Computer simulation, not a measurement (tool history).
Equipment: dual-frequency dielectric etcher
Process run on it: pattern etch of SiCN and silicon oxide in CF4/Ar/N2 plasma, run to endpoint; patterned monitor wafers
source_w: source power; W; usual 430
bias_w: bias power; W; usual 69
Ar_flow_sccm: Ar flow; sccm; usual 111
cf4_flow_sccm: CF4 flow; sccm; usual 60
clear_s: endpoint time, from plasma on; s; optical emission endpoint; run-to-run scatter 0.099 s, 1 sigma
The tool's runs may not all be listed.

| run | day | source_w | bias_w | Ar_flow_sccm | cf4_flow_sccm | wafers since the last listed run | hours since the last wet clean | hours since the last source power generator calibration | hours since the last bias power generator calibration | hours since the last Ar flow controller change | hours since the last CF4 flow controller change | hours since the last upper electrode change | incoming incoming film thickness, nm | clear_s |
|---|---|---|---|---|---|---|---|---|---|---|---|---|---|---|
| 1 | 0.000 | 430 | 69 | 111 | 60 | 0 | 286.2 | 4497.1 | 29.5 | 283.7 | 199.1 | 2204.8 | 13.25 | 16.5 |
| 2 | 0.792 | 430 | 74 | 111 | 46 | 231 | 305.2 | 4516.1 | 48.5 | 302.7 | 218.1 | 2223.8 | 13.33 | 17.1 |
| 3 | 1.579 | 430 | 59 | 88 | 60 | 230 | 324.1 | 4535.0 | 67.4 | 321.6 | 237.0 | 2242.7 | 13.21 | 16.3 |
| 4 | 2.271 | 360 | 69 | 111 | 60 | 202 | 340.7 | 4551.6 | 84.0 | 338.2 | 253.6 | 2259.3 | 13.26 | 20.4 |
| 5 | 3.308 | 540 | 69 | 111 | 60 | 303 | 365.6 | 4576.5 | 108.9 | 363.1 | 278.5 | 2284.2 | 13.31 | 13.1 |
|  | 4.888 | upper electrode replaced |
| 6 | 4.908 | 360 | 75 | 133 | 49 | 175 | 404.0 | 4614.9 | 147.3 | 401.5 | 316.9 | 0.5 | 13.38 | 21.7 |
| 7 | 5.175 | 500 | 69 | 125 | 60 | 77 | 410.4 | 4621.3 | 153.7 | 407.9 | 323.3 | 6.9 | 13.28 | 14.7 |
| 8 | 5.796 | 430 | 69 | 123 | 75 | 181 | 425.3 | 4636.2 | 168.6 | 422.8 | 338.2 | 21.8 | 13.34 | 16.8 |
| 9 | 6.533 | 430 | 64 | 111 | 60 | 215 | 443.0 | 4653.9 | 186.3 | 440.5 | 355.9 | 39.5 | 13.35 | 17.3 |
| 10 | 7.267 | 430 | 69 | 111 | 47 | 214 | 460.6 | 4671.5 | 203.9 | 458.1 | 373.5 | 57.1 | 13.38 | 17.7 |
| 11 | 7.929 | 430 | 69 | 111 | 60 | 193 | 476.5 | 4687.4 | 219.8 | 474.0 | 389.4 | 73.0 | 13.41 | 17.1 |
| 12 | 9.046 | 430 | 69 | 111 | 60 | 326 | 503.3 | 4714.2 | 246.6 | 500.8 | 416.2 | 99.8 | 13.30 | 16.8 |
|  | 10.950 | wet clean of the chamber |
| 13 | 10.971 | 430 | 77 | 111 | 60 | 270 | 0.5 | 4760.4 | 292.8 | 547.0 | 462.4 | 146.0 | 13.36 | 16.2 |
|  | 11.350 | source power generator calibrated |
| 14 | 11.371 | 430 | 69 | 111 | 60 | 68 | 10.1 | 0.5 | 302.4 | 556.6 | 472.0 | 155.6 | 13.27 | 16.3 |
| 15 | 12.425 | 430 | 69 | 129 | 72 | 308 | 35.4 | 25.8 | 327.7 | 581.9 | 497.3 | 180.9 | 13.32 | 16.3 |
| 16 | 13.488 | 430 | 69 | 111 | 60 | 310 | 60.9 | 51.3 | 353.2 | 607.4 | 522.8 | 206.4 | 13.24 | 16.6 |
| 17 | 14.608 | 430 | 64 | 86 | 46 | 327 | 87.8 | 78.2 | 380.1 | 634.3 | 549.7 | 233.3 | 13.33 | 16.7 |
| 18 | 16.100 | 400 | 77 | 119 | 45 | 435 | 123.6 | 114.0 | 415.9 | 670.1 | 585.5 | 269.1 | 13.39 | 18.9 |
| 19 | 17.038 | 530 | 63 | 111 | 60 | 274 | 146.1 | 136.5 | 438.4 | 692.6 | 608.0 | 291.6 | 13.31 | 13.5 |
| 20 | 17.921 | 430 | 69 | 99 | 50 | 258 | 167.3 | 157.7 | 459.6 | 713.8 | 629.2 | 312.8 | 13.25 | 16.9 |
| 21 | 18.912 | 430 | 69 | 111 | 60 | 289 | 191.1 | 181.5 | 483.4 | 737.6 | 653.0 | 336.6 | 13.18 | 16.6 |
| 22 | 20.362 | 380 | 83 | 111 | 60 | 423 | 225.9 | 216.3 | 518.2 | 772.4 | 687.8 | 371.4 | 13.27 | 18.4 |
| 23 | 21.646 | 370 | 69 | 111 | 60 | 375 | 256.7 | 247.1 | 549.0 | 803.2 | 718.6 | 402.2 | 13.16 | 19.7 |
| 24 | 22.638 | 430 | 53 | 111 | 75 | 289 | 280.5 | 270.9 | 572.8 | 827.0 | 742.4 | 426.0 | 13.24 | 17.1 |

Below, each run's measurement less what the same run would have read without the hidden state. Both values contain the same run-to-run variation, but the gauge's scatter may not be the same in both:
Unlogged tool condition in this case: etch rate over this chamber's usual, %; source power that arrives over what is set, %; bias power that arrives over what is set, %; Ar flow that arrives over what is set, %; CF4 flow that arrives over what is set, %.
| run | clear_s |
|---|---|
| 1 | +0.3 |
| 2 | +0.3 |
| 3 | +0.4 |
| 4 | +0.4 |
| 5 | +0.3 |
| 6 | +0.6 |
| 7 | +0.4 |
| 8 | +0.5 |
| 9 | +0.6 |
| 10 | +0.5 |
| 11 | +0.5 |
| 12 | +0.5 |
| 13 | +0.1 |
| 14 | +0.1 |
| 15 | +0.1 |
| 16 | +0.2 |
| 17 | +0.2 |
| 18 | +0.2 |
| 19 | +0.2 |
| 20 | +0.3 |
| 21 | +0.4 |
| 22 | +0.4 |
| 23 | +0.5 |
| 24 | +0.4 |
